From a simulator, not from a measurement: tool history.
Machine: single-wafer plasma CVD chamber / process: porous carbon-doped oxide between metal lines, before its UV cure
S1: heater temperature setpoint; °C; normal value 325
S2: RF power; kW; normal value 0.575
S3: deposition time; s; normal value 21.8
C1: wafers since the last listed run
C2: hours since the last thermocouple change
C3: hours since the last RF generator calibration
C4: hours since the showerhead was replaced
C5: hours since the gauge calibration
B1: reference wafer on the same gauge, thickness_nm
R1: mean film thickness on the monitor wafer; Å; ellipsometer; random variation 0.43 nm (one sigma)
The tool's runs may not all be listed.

run 1 hour=0 | S1=325 S2=0.575 S3=22.7 | C1=0 C2=670.4 C3=375.1 C4=4997.1 C5=840.6 | B1=142.855 | R1=1260.93
-- hour=19.7 gauge calibrated
run 2 hour=48.4 | S1=325 S2=0.575 S3=22.7 | C1=1224 C2=718.8 C3=423.5 C4=5045.5 C5=28.7 | B1=143.105 | R1=1253.65
run 3 hour=157.7 | S1=325 S2=0.575 S3=24.1 | C1=2765 C2=828.1 C3=532.8 C4=5154.8 C5=138 | B1=142.889 | R1=1343.16
run 4 hour=226.5 | S1=325 S2=0.575 S3=24.1 | C1=1741 C2=896.9 C3=601.6 C4=5223.6 C5=206.8 | B1=143.111 | R1=1323.74
run 5 hour=270.5 | S1=325 S2=0.575 S3=24.1 | C1=1113 C2=940.9 C3=645.6 C4=5267.6 C5=250.8 | B1=143.183 | R1=1322.77
run 6 hour=337.9 | S1=325 S2=0.665 S3=19.1 | C1=1705 C2=1008.3 C3=713 C4=5335 C5=318.2 | B1=143.333 | R1=1126.95
run 7 hour=407.1 | S1=325 S2=0.575 S3=21.8 | C1=1751 C2=1077.5 C3=782.2 C4=5404.2 C5=387.4 | B1=142.849 | R1=1206.15
run 8 hour=434.9 | S1=325 S2=0.575 S3=21.8 | C1=703 C2=1105.3 C3=810 C4=5432 C5=415.2 | B1=142.884 | R1=1200.75
run 9 hour=482.7 | S1=325 S2=0.575 S3=21.8 | C1=1209 C2=1153.1 C3=857.8 C4=5479.8 C5=463 | B1=142.773 | R1=1196.71
run 10 hour=507.2 | S1=325 S2=0.575 S3=21.8 | C1=619 C2=1177.6 C3=882.3 C4=5504.3 C5=487.5 | B1=143.064 | R1=1197.95
run 11 hour=563 | S1=325 S2=0.575 S3=21.8 | C1=1412 C2=1233.4 C3=938.1 C4=5560.1 C5=543.3 | B1=142.689 | R1=1196.93
run 12 hour=630.1 | S1=325 S2=0.575 S3=21.8 | C1=1698 C2=1300.5 C3=1005.2 C4=5627.2 C5=610.4 | B1=142.934 | R1=1191.09
run 13 hour=662.9 | S1=325 S2=0.575 S3=21.8 | C1=830 C2=1333.3 C3=1038 C4=5660 C5=643.2 | B1=143.005 | R1=1189.15
run 14 hour=708.7 | S1=340 S2=0.575 S3=21.8 | C1=1159 C2=1379.1 C3=1083.8 C4=5705.8 C5=689 | B1=143.118 | R1=1107.47
run 15 hour=775.4 | S1=333 S2=0.665 S3=21.8 | C1=1687 C2=1445.8 C3=1150.5 C4=5772.5 C5=755.7 | B1=143.16 | R1=1219.86
-- hour=799.1 showerhead replaced
-- hour=829 RF generator calibrated
run 16 hour=833.1 | S1=325 S2=0.575 S3=21.8 | C1=1055 C2=1503.5 C3=4.1 C4=34 C5=813.4 | B1=142.864 | R1=1212.17
run 17 hour=863 | S1=313 S2=0.63 S3=17.6 | C1=756 C2=1533.4 C3=34 C4=63.9 C5=843.3 | B1=142.805 | R1=1082.36
-- hour=873.4 thermocouple changed; heater temperature recalibrated
run 18 hour=910.5 | S1=320 S2=0.575 S3=20.5 | C1=999 C2=37.1 C3=81.5 C4=111.4 C5=890.8 | B1=143.141 | R1=1173.76
-- hour=919.8 gauge calibrated
run 19 hour=936.4 | S1=325 S2=0.575 S3=25.8 | C1=655 C2=63 C3=107.4 C4=137.3 C5=16.6 | B1=142.799 | R1=1423.43
run 20 hour=1002.2 | S1=325 S2=0.575 S3=21.8 | C1=1665 C2=128.8 C3=173.2 C4=203.1 C5=82.4 | B1=142.952 | R1=1223.72
run 21 hour=1047.2 | S1=332 S2=0.48 S3=24.3 | C1=1138 C2=173.8 C3=218.2 C4=248.1 C5=127.4 | B1=143.095 | R1=1210.24
run 22 hour=1109.8 | S1=319 S2=0.575 S3=21.8 | C1=1584 C2=236.4 C3=280.8 C4=310.7 C5=190 | B1=143.107 | R1=1256.04
run 23 hour=1152.5 | S1=325 S2=0.575 S3=21.8 | C1=1080 C2=279.1 C3=323.5 C4=353.4 C5=232.7 | B1=143.025 | R1=1212.37
run 24 hour=1179.2 | S1=332 S2=0.675 S3=21.8 | C1=675 C2=305.8 C3=350.2 C4=380.1 C5=259.4 | B1=142.705 | R1=1264.99

How the hidden state differs across the entries between the runs, from the last listed run before each to the first after it:
Logged between run 1 and run 2: gauge calibrated (hour 19.7)
  delivered RF power above the setpoint (%): -1.23 -> -1.42
  what was measured, less what the result would be without the hidden state, R1: -6.87 -> -7.88 Å
Logged between run 15 and run 16: showerhead replaced (hour 799.1); RF generator calibrated (hour 829)
  delivered RF power above the setpoint (%): -6.96 -> -0.774
  what was measured, less what the result would be without the hidden state, R1: -38.82 -> -4.14 Å
Logged between run 17 and run 18: thermocouple changed; heater temperature recalibrated (hour 873.4)
  delivered RF power above the setpoint (%): -0.78 -> -0.806
  what was measured, less what the result would be without the hidden state, R1: -3.73 -> -4.18 Å
Logged between run 18 and run 19: gauge calibrated (hour 919.8)
  delivered RF power above the setpoint (%): -0.806 -> -0.83
  what was measured, less what the result would be without the hidden state, R1: -4.18 -> -5.21 Å

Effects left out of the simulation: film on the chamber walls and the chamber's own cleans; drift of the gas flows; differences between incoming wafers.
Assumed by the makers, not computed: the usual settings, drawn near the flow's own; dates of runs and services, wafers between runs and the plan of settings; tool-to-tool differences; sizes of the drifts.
